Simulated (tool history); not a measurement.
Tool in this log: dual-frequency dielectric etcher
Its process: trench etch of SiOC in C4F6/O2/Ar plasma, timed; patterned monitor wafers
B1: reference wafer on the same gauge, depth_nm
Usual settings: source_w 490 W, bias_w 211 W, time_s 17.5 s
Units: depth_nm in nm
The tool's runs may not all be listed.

run 1 day=0 | source_w=490 bias_w=211 time_s=17.5 | B1=44.9 | depth_nm=42.07
run 2 day=1.404 | source_w=490 bias_w=211 time_s=17.5 | B1=44.89 | depth_nm=42.09
run 3 day=2.033 | source_w=490 bias_w=211 time_s=17.5 | B1=44.86 | depth_nm=41.97
run 4 day=3.4 | source_w=460 bias_w=211 time_s=14.5 | B1=44.94 | depth_nm=34.47
run 5 day=4.521 | source_w=460 bias_w=211 time_s=14.5 | B1=44.9 | depth_nm=34.41
run 6 day=5.2 | source_w=460 bias_w=211 time_s=14.5 | B1=44.89 | depth_nm=34.47
run 7 day=6.058 | source_w=490 bias_w=211 time_s=17.5 | B1=44.88 | depth_nm=42.35
run 8 day=7.3 | source_w=490 bias_w=211 time_s=17.5 | B1=44.91 | depth_nm=42.38
run 9 day=8.308 | source_w=490 bias_w=211 time_s=17.5 | B1=44.9 | depth_nm=42.5
run 10 day=9.325 | source_w=490 bias_w=211 time_s=17.5 | B1=44.88 | depth_nm=42.3
run 11 day=13.479 | source_w=490 bias_w=211 time_s=17.5 | B1=44.87 | depth_nm=41.69
run 12 day=14.567 | source_w=490 bias_w=211 time_s=17.5 | B1=44.9 | depth_nm=41.59
run 13 day=15.229 | source_w=540 bias_w=211 time_s=17.5 | B1=44.93 | depth_nm=42.53
run 14 day=16.546 | source_w=570 bias_w=263 time_s=20 | B1=44.92 | depth_nm=54.92
run 15 day=17.138 | source_w=490 bias_w=211 time_s=14 | B1=44.87 | depth_nm=33.38
run 16 day=17.771 | source_w=560 bias_w=238 time_s=19.5 | B1=44.91 | depth_nm=50.86
run 17 day=18.971 | source_w=570 bias_w=195 time_s=19 | B1=44.91 | depth_nm=45.14
run 18 day=20.412 | source_w=490 bias_w=211 time_s=17.5 | B1=44.92 | depth_nm=41.94
run 19 day=21.846 | source_w=490 bias_w=211 time_s=17.5 | B1=44.91 | depth_nm=41.89
run 20 day=22.846 | source_w=600 bias_w=211 time_s=17.5 | B1=44.88 | depth_nm=43.93
run 21 day=23.846 | source_w=460 bias_w=211 time_s=14.5 | B1=44.91 | depth_nm=34.25
run 22 day=24.558 | source_w=370 bias_w=253 time_s=22 | B1=44.89 | depth_nm=54.7
run 23 day=25.342 | source_w=370 bias_w=211 time_s=15 | B1=44.89 | depth_nm=34.12
run 24 day=26.217 | source_w=490 bias_w=181 time_s=12.5 | B1=44.88 | depth_nm=27.93
run 25 day=30.088 | source_w=370 bias_w=211 time_s=17.5 | B1=44.9 | depth_nm=40.02
run 26 day=31.183 | source_w=490 bias_w=211 time_s=21.5 | B1=44.91 | depth_nm=50.82
run 27 day=32.154 | source_w=490 bias_w=211 time_s=17.5 | B1=44.93 | depth_nm=41.67
run 28 day=32.842 | source_w=400 bias_w=242 time_s=12.5 | B1=44.9 | depth_nm=30.41
run 29 day=33.788 | source_w=490 bias_w=211 time_s=13 | B1=44.91 | depth_nm=30.89

Removed from this log: 6 entries logged between the listed runs. Between which two listed runs does each belong, and how does the tool's hidden state at the listed run before it compare with that at the listed run after it?
Between runs 9 and 10: gauge calibrated (day 8.458)
  etch rate over this chamber's usual, %: 1.84 -> 1.96
  measured result minus the result with no hidden state, depth_nm: +0.77 -> +0.81 nm
Between runs 10 and 11: source power generator calibrated (day 11.833); wet clean of the chamber (day 12.467)
  etch rate over this chamber's usual, %: 1.96 -> -0.307
  measured result minus the result with no hidden state, depth_nm: +0.81 -> -0.13 nm
Between runs 16 and 17: bias power generator calibrated (day 18.438)
  etch rate over this chamber's usual, %: 0.17 -> 0.304
  measured result minus the result with no hidden state, depth_nm: +0.08 -> +0.14 nm
Between runs 17 and 18: upper electrode replaced (day 19.988)
  etch rate over this chamber's usual, %: 0.304 -> 0.464
  measured result minus the result with no hidden state, depth_nm: +0.14 -> +0.2 nm
Between runs 25 and 26: wet clean of the chamber (day 31.162)
  etch rate over this chamber's usual, %: 1.54 -> -0.361
  measured result minus the result with no hidden state, depth_nm: +0.6 -> -0.19 nm

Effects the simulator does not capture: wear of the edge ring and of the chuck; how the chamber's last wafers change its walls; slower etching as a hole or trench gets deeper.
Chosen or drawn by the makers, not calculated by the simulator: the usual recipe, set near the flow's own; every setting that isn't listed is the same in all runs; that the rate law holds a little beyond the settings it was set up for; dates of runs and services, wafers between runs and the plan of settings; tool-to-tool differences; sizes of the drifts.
